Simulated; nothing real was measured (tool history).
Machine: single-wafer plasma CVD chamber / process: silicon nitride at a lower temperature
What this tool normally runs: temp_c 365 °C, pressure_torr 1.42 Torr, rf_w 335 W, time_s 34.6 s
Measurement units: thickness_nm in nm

| run | hour | temp_c | pressure_torr | rf_w | time_s | wafers since the last listed run | hours since the last thermocouple change | hours since the last RF generator calibration | hours since the last manometer calibration | hours since the showerhead was replaced | hours since the gauge calibration | read-back reference wafer on the same gauge, thickness_nm | thickness_nm |
|---|---|---|---|---|---|---|---|---|---|---|---|---|---|
| 1 | 0 | 365 | 1.42 | 335 | 34.6 | 0 | 2402.6 | 818.7 | 795.2 | 4209.2 | 113.1 | 46.425 | 43.45 |
| 2 | 11.7 | 365 | 1.42 | 335 | 34.6 | 217 | 2414.3 | 830.4 | 806.9 | 4220.9 | 124.8 | 46.38 | 43.39 |
| 3 | 27.2 | 365 | 1.42 | 335 | 34.6 | 287 | 2429.8 | 845.9 | 822.4 | 4236.4 | 140.3 | 46.412 | 43.444 |
| 4 | 39.8 | 365 | 1.42 | 335 | 34.6 | 233 | 2442.4 | 858.5 | 835 | 4249 | 152.9 | 46.4 | 43.412 |
| 5 | 46.3 | 365 | 1.42 | 335 | 34.6 | 120 | 2448.9 | 865 | 841.5 | 4255.5 | 159.4 | 46.376 | 43.472 |
| 6 | 53.5 | 365 | 1.42 | 335 | 34.6 | 133 | 2456.1 | 872.2 | 848.7 | 4262.7 | 166.6 | 46.382 | 43.408 |
| 7 | 63.1 | 377 | 1.42 | 335 | 34.6 | 178 | 2465.7 | 881.8 | 858.3 | 4272.3 | 176.2 | 46.374 | 43.27 |
| 8 | 78.7 | 377 | 1.42 | 335 | 34.6 | 289 | 2481.3 | 897.4 | 873.9 | 4287.9 | 191.8 | 46.449 | 43.294 |
| 9 | 85.9 | 365 | 1.42 | 335 | 34.6 | 133 | 2488.5 | 904.6 | 881.1 | 4295.1 | 199 | 46.431 | 43.469 |
|  | 96.3 | RF generator calibrated |
| 10 | 100.9 | 365 | 1.42 | 335 | 34.6 | 129 | 2503.5 | 4.6 | 896.1 | 4310.1 | 214 | 46.377 | 43.553 |
|  | 109.3 | capacitance manometer re-zeroed and calibrated |
|  | 116.6 | thermocouple changed; heater temperature recalibrated |
| 11 | 117.1 | 365 | 1.42 | 335 | 34.6 | 16 | 0.5 | 20.8 | 7.8 | 4326.3 | 230.2 | 46.391 | 43.418 |
| 12 | 119.4 | 365 | 1.42 | 335 | 34.6 | 42 | 2.8 | 23.1 | 10.1 | 4328.6 | 232.5 | 46.397 | 43.621 |
| 13 | 126.3 | 352 | 1.53 | 335 | 30.8 | 128 | 9.7 | 30 | 17 | 4335.5 | 239.4 | 46.381 | 39.658 |
|  | 137.9 | showerhead replaced |
| 14 | 138.4 | 357 | 1.42 | 335 | 34.6 | 76 | 21.8 | 42.1 | 29.1 | 0.5 | 251.5 | 46.413 | 43.576 |
| 15 | 171.2 | 365 | 1.42 | 335 | 30.1 | 608 | 54.6 | 74.9 | 61.9 | 33.3 | 284.3 | 46.431 | 37.965 |
| 16 | 178.6 | 365 | 1.42 | 355 | 31.5 | 137 | 62 | 82.3 | 69.3 | 40.7 | 291.7 | 46.395 | 41.744 |
| 17 | 196 | 365 | 1.18 | 335 | 28 | 322 | 79.4 | 99.7 | 86.7 | 58.1 | 309.1 | 46.372 | 33.016 |
|  | 206.5 | gauge calibrated |
| 18 | 208.9 | 350 | 1.42 | 370 | 30 | 239 | 92.3 | 112.6 | 99.6 | 71 | 2.4 | 46.413 | 41.409 |
| 19 | 221.2 | 365 | 1.42 | 335 | 34.6 | 228 | 104.6 | 124.9 | 111.9 | 83.3 | 14.7 | 46.381 | 43.359 |

What will run 20 give?
| 20 | 238 | 354 | 1.13 | 360 | 31.6 | 311 | 121.4 | 141.7 | 128.7 | 100.1 | 31.5 | ? | ? |

{"run 20": {"read-back reference wafer on the same gauge, thickness_nm": 46.363, "thickness_nm": 39.16}}
With the hidden condition absent and the run-to-run variation left alone, this run would have shown thickness_nm 39.16 nm.

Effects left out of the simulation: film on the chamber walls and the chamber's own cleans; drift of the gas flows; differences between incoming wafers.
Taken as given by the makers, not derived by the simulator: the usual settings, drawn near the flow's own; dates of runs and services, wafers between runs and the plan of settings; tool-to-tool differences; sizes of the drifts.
